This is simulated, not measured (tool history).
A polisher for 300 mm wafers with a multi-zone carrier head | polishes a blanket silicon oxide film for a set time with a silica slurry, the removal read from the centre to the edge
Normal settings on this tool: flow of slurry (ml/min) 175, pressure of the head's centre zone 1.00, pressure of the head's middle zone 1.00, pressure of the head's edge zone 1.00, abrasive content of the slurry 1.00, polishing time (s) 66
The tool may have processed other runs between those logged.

run	hour	flow of slurry (ml/min)	pressure of the head's centre zone	pressure of the head's middle zone	pressure of the head's edge zone	abrasive content of the slurry	polishing time (s)	wafers since the last listed run	wafers polished on this pad	hours since the slurry nozzle was cleaned	hours since the centre zone pressure was calibrated	hours since the edge zone pressure was calibrated	hours since the carrier head's membrane was replaced	incoming thickness of the incoming film, nm	film removed at the wafer's centre (Å)	film removed at mid-radius (Å)	film removed at the wafer's edge (Å)
1	0.0	175	1.00	1.00	1.00	1.00	78	0	240	467.6	1413.4	996.9	368.3	1380.1	1781	1749	1803
2	28.8	175	1.04	0.89	1.00	1.00	66	393	633	496.4	1442.2	1025.7	397.1	1380.3	1560	1335	1509
3	84.9	175	1.00	1.00	1.00	1.00	66	766	1400	552.5	1498.3	1081.8	453.2	1372.8	1506	1496	1531
# hour 98.1: centre zone pressure recalibrated
4	120.0	175	1.00	1.00	1.00	1.10	66	452	1852	587.6	21.9	1116.9	488.3	1367.9	1555	1472	1578
5	152.5	160	1.00	1.08	1.00	1.00	66	443	2296	620.1	54.4	1149.4	520.8	1358.5	1490	1570	1467
6	182.0	160	1.00	1.08	1.00	1.00	66	403	2699	649.6	83.9	1178.9	550.3	1382.8	1453	1526	1492
7	251.5	175	1.00	1.00	1.00	1.00	66	949	3648	719.1	153.4	1248.4	619.8	1379.0	1525	1453	1539
# hour 262.7: edge zone pressure recalibrated
8	277.8	175	1.00	1.00	1.00	1.00	66	331	3980	745.4	179.7	15.1	646.1	1360.9	1506	1480	1502
# hour 308.6: slurry nozzle cleaned
9	329.9	215	0.90	1.00	1.00	1.10	66	698	4678	21.3	231.8	67.2	698.2	1383.7	1465	1569	1593
10	393.8	175	1.00	1.00	1.00	0.85	80	872	5551	85.2	295.7	131.1	762.1	1371.8	1761	1716	1746
# hour 449.0: worn pad replaced by a new one
11	456.8	175	1.00	1.00	1.00	1.00	85	806	105	148.2	358.7	194.1	825.1	1382.1	1930	1861	1930
12	515.8	175	1.00	1.00	1.00	1.00	66	806	911	207.2	417.7	253.1	884.1	1382.9	1491	1464	1546
13	541.8	175	1.08	1.00	1.00	1.15	66	355	1267	233.2	443.7	279.1	910.1	1374.2	1672	1511	1582
14	597.5	175	1.12	1.11	1.08	0.80	66	760	2028	288.9	499.4	334.8	965.8	1382.0	1584	1481	1517
# hour 609.0: carrier head's membrane replaced by a new one
15	644.7	175	1.00	1.12	1.00	1.25	66	576	2604	336.1	546.6	382.0	35.7	1372.1	1606	1683	1626
16	687.1	175	1.00	0.92	1.00	1.00	66	579	3183	378.5	589.0	424.4	78.1	1376.9	1500	1368	1537
17	739.5	120	1.00	1.00	1.00	1.00	66	715	3899	430.9	641.4	476.8	130.5	1383.1	1360	1359	1410
18	768.8	175	1.00	1.00	1.10	1.00	66	400	4299	460.2	670.7	506.1	159.8	1380.3	1503	1464	1576
19	819.4	135	1.00	1.00	1.00	1.20	48	691	4991	510.8	721.3	556.7	210.4	1364.4	1069	1063	1126
# hour 855.7: worn pad replaced by a new one
20	866.2	175	1.00	1.00	1.00	1.00	66	584	143	557.6	768.1	603.5	257.2	1368.4	1508	1405	1547
21	922.2	175	1.00	1.00	1.00	1.00	66	765	908	613.6	824.1	659.5	313.2	1370.9	1521	1495	1514
22	985.6	175	1.00	1.00	1.00	0.75	66	866	1774	677.0	887.5	722.9	376.6	1374.3	1385	1367	1429

Consider 3 possible next runs. They are alternatives, not a sequence: every one starts from the tool as it was left by run 22. What does each give?
A	986.0	175	1.00	1.00	1.00	1.00	66	5	1780	677.4	887.9	723.3	377.0	1359.1	?	?	?
B	986.0	205	1.00	1.10	1.00	0.80	66	5	1780	677.4	887.9	723.3	377.0	1359.1	?	?	?
C	986.0	220	1.00	1.07	1.00	1.00	77	5	1780	677.4	887.9	723.3	377.0	1359.1	?	?	?

run	film removed at the wafer's centre (Å)	film removed at mid-radius (Å)	film removed at the wafer's edge (Å)
A	1502	1424	1557
B	1458	1493	1494
C	1825	1824	1864
Stripped of hidden state, with their random variation kept, the same runs would have yielded:
run	film removed at the wafer's centre (Å)	film removed at mid-radius (Å)	film removed at the wafer's edge (Å)
A	1502	1424	1557
B	1458	1493	1494
C	1825	1824	1864
